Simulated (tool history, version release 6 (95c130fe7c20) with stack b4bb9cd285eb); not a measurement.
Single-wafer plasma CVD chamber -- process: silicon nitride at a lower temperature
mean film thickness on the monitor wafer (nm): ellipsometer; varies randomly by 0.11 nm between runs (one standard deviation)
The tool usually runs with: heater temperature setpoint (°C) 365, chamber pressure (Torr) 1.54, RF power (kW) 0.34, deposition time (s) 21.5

run,hour,heater temperature setpoint (°C),chamber pressure (Torr),RF power (kW),deposition time (s),wafers since the last listed run,hours since the last thermocouple change,hours since the last RF generator calibration,hours since the last manometer calibration,hours since the showerhead was replaced,hours since the gauge calibration,"read-back reference wafer on the same gauge, thickness_nm",mean film thickness on the monitor wafer (nm)
1,0,365,1.54,0.305,21.5,0,1739,1187.4,988.7,2978.5,286.2,29.37,23.571
2,50.6,365,1.54,0.34,21.5,1283,1789.6,1238,1039.3,3029.1,336.8,29.417,26.116
3,120,365,1.54,0.34,21.5,1760,1859,1307.4,1108.7,3098.5,406.2,29.392,25.968
4,165.9,365,1.65,0.34,21.5,1164,1904.9,1353.3,1154.6,3144.4,452.1,29.371,26.507
5,222,365,1.54,0.34,21.5,1422,1961,1409.4,1210.7,3200.5,508.2,29.454,26.257
6,247.9,361,1.54,0.34,21.5,656,1986.9,1435.3,1236.6,3226.4,534.1,29.399,26.051
7,305.9,361,1.54,0.34,21.5,1470,2044.9,1493.3,1294.6,3284.4,592.1,29.399,26.13
8,354.8,365,1.54,0.34,21.5,1240,2093.8,1542.2,1343.5,3333.3,641,29.37,26.149
9,411.5,365,1.8,0.34,21.5,1437,2150.5,1598.9,1400.2,3390,697.7,29.455,27.094
10,442.1,365,1.54,0.34,21.5,776,2181.1,1629.5,1430.8,3420.6,728.3,29.399,25.97
11,504.4,365,1.54,0.34,21.5,1579,2243.4,1691.8,1493.1,3482.9,790.6,29.381,26.237
# hour 520.9: RF generator calibrated
12,537.1,365,1.54,0.34,21.5,626,2276.1,16.2,1525.8,3515.6,823.3,29.408,26.073
13,568.7,365,1.54,0.3,21.5,801,2307.7,47.8,1557.4,3547.2,854.9,29.41,23.212
# hour 594.7: gauge calibrated
14,630.4,365,1.54,0.3,21.5,1564,2369.4,109.5,1619.1,3608.9,35.7,29.422,23.47
15,661,365,1.67,0.34,25.3,776,2400,140.1,1649.7,3639.5,66.3,29.389,31.392
16,783.8,352,1.36,0.405,18.9,3114,2522.8,262.9,1772.5,3762.3,189.1,29.417,25.485
# hour 814.9: showerhead replaced
17,835.2,365,1.65,0.34,21.5,1100,2574.2,314.3,1823.9,20.3,240.5,29.441,26.641
# hour 867.2: thermocouple changed; heater temperature recalibrated
18,871.9,365,1.54,0.34,21.5,727,4.7,351,1860.6,57,277.2,29.431,26.15
19,927,358,1.54,0.34,21.5,1397,59.8,406.1,1915.7,112.1,332.3,29.347,26.004
20,964.4,365,1.66,0.34,21.5,948,97.2,443.5,1953.1,149.5,369.7,29.399,26.502
# hour 1091.1: capacitance manometer re-zeroed and calibrated
21,1106.5,358,1.54,0.34,20.2,3400,239.3,585.6,15.4,291.6,511.8,29.422,24.513

Estimate the outcome of run 22 from the log above:
22,1156.5,365,1.54,0.34,21.5,1268,289.3,635.6,65.4,341.6,561.8,?,?

{"run 22": {"read-back reference wafer on the same gauge, thickness_nm": 29.399, "mean film thickness on the monitor wafer (nm)": 26.255}}
Were there no unlogged condition in the tool, this run, its random variation unchanged, would have produced mean film thickness on the monitor wafer (nm) 26.255.

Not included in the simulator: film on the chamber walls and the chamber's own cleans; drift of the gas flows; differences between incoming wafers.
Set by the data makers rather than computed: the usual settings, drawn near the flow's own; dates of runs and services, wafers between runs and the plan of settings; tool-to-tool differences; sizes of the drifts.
